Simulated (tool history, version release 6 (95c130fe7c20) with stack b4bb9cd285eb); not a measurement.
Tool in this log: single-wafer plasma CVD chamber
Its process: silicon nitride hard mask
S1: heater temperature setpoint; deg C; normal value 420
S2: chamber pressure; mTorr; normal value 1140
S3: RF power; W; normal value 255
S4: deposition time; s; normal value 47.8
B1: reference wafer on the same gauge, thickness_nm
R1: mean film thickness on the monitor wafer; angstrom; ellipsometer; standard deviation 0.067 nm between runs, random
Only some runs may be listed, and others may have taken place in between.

{"run": 1, "hour": 0.0, "S1": 417, "S2": 1140, "S3": 275, "S4": 47.8, "B1": 43.502, "R1": 461.31}
{"run": 2, "hour": 11.1, "S1": 417, "S2": 1140, "S3": 275, "S4": 47.8, "B1": 43.495, "R1": 460.71}
{"run": 3, "hour": 27.9, "S1": 417, "S2": 1140, "S3": 275, "S4": 47.8, "B1": 43.509, "R1": 458.82}
{"run": 4, "hour": 38.4, "S1": 420, "S2": 1140, "S3": 280, "S4": 47.8, "B1": 43.501, "R1": 466.92}
{"run": 5, "hour": 45.8, "S1": 420, "S2": 1140, "S3": 255, "S4": 47.8, "B1": 43.477, "R1": 426.17}
{"run": 6, "hour": 52.5, "S1": 420, "S2": 1140, "S3": 255, "S4": 47.8, "B1": 43.477, "R1": 427.16}
{"run": 7, "hour": 60.1, "S1": 420, "S2": 1140, "S3": 255, "S4": 47.8, "B1": 43.492, "R1": 427.1}
{"run": 8, "hour": 72.0, "S1": 420, "S2": 1140, "S3": 255, "S4": 47.8, "B1": 43.51, "R1": 427.71}
{"run": 9, "hour": 87.7, "S1": 420, "S2": 1140, "S3": 255, "S4": 47.8, "B1": 43.513, "R1": 426.32}
{"run": 10, "hour": 99.2, "S1": 431, "S2": 1140, "S3": 255, "S4": 47.8, "B1": 43.488, "R1": 422.3}
{"run": 11, "hour": 114.9, "S1": 431, "S2": 1140, "S3": 255, "S4": 47.8, "B1": 43.487, "R1": 421.9}
{"run": 12, "hour": 126.2, "S1": 420, "S2": 1140, "S3": 255, "S4": 47.8, "B1": 43.481, "R1": 424.63}
{"run": 13, "hour": 140.0, "S1": 424, "S2": 1140, "S3": 270, "S4": 52.3, "B1": 43.497, "R1": 489.22}
{"run": 14, "hour": 152.9, "S1": 424, "S2": 1310, "S3": 295, "S4": 52.3, "B1": 43.486, "R1": 555.96}
{"run": 15, "hour": 161.6, "S1": 411, "S2": 990, "S3": 235, "S4": 53.2, "B1": 43.508, "R1": 412.8}
{"run": 16, "hour": 174.5, "S1": 425, "S2": 1140, "S3": 280, "S4": 47.8, "B1": 43.481, "R1": 460.92}
{"hour": 194.4, "done": "capacitance manometer re-zeroed and calibrated"}
{"hour": 196.0, "done": "showerhead replaced"}
{"run": 17, "hour": 196.5, "S1": 424, "S2": 870, "S3": 255, "S4": 52.5, "B1": 43.503, "R1": 414.16}
{"run": 18, "hour": 206.1, "S1": 420, "S2": 1140, "S3": 255, "S4": 47.8, "B1": 43.475, "R1": 421.87}
{"hour": 228.5, "done": "thermocouple changed; heater temperature recalibrated"}
{"run": 19, "hour": 229.0, "S1": 420, "S2": 1140, "S3": 255, "S4": 47.8, "B1": 43.486, "R1": 422.32}
{"run": 20, "hour": 232.1, "S1": 420, "S2": 1140, "S3": 290, "S4": 47.8, "B1": 43.476, "R1": 475.19}
{"hour": 251.9, "done": "RF generator calibrated"}
{"run": 21, "hour": 252.4, "S1": 415, "S2": 1140, "S3": 255, "S4": 47.8, "B1": 43.512, "R1": 441.1}
{"run": 22, "hour": 263.4, "S1": 412, "S2": 1140, "S3": 300, "S4": 47.8, "B1": 43.507, "R1": 512.46}
{"run": 23, "hour": 274.2, "S1": 420, "S2": 930, "S3": 255, "S4": 47.8, "B1": 43.498, "R1": 405.09}
{"hour": 278.2, "done": "gauge calibrated"}
{"run": 24, "hour": 290.3, "S1": 406, "S2": 1370, "S3": 225, "S4": 51.9, "B1": 43.504, "R1": 451.32}
{"run": 25, "hour": 305.2, "S1": 420, "S2": 1140, "S3": 255, "S4": 47.8, "B1": 43.525, "R1": 439.53}
{"run": 26, "hour": 312.9, "S1": 420, "S2": 1140, "S3": 255, "S4": 47.8, "B1": 43.505, "R1": 439.44}
{"run": 27, "hour": 330.3, "S1": 415, "S2": 1230, "S3": 255, "S4": 44.8, "B1": 43.5, "R1": 424.46}
{"run": 28, "hour": 338.9, "S1": 420, "S2": 1140, "S3": 255, "S4": 47.8, "B1": 43.506, "R1": 439}
{"run": 29, "hour": 361.7, "S1": 420, "S2": 1140, "S3": 255, "S4": 47.8, "B1": 43.508, "R1": 439.32}
{"run": 30, "hour": 377.4, "S1": 410, "S2": 940, "S3": 240, "S4": 42.5, "B1": 43.492, "R1": 341.7}

What the log doesn't show, run by run:
wafer temperature above the value expected at the setpoint (K): 0 across all the runs
true pressure above the setpoint (%): 0 across all the runs
gauge reads high (%): 0 across all the runs
H1: delivered RF power above the setpoint (%)
run=1 H1=-3.94
run=2 H1=-4.01
run=3 H1=-4.12
run=4 H1=-4.2
run=5 H1=-4.25
run=6 H1=-4.29
run=7 H1=-4.34
run=8 H1=-4.43
run=9 H1=-4.54
run=10 H1=-4.62
run=11 H1=-4.73
run=12 H1=-4.81
run=13 H1=-4.91
run=14 H1=-5.01
run=15 H1=-5.07
run=16 H1=-5.17
run=17 H1=-5.34
run=18 H1=-5.41
run=19 H1=-5.59
run=20 H1=-5.61
run=21 H1=-1.27
run=22 H1=-1.28
run=23 H1=-1.28
run=24 H1=-1.28
run=25 H1=-1.28
run=26 H1=-1.29
run=27 H1=-1.29
run=28 H1=-1.3
run=29 H1=-1.31
run=30 H1=-1.32
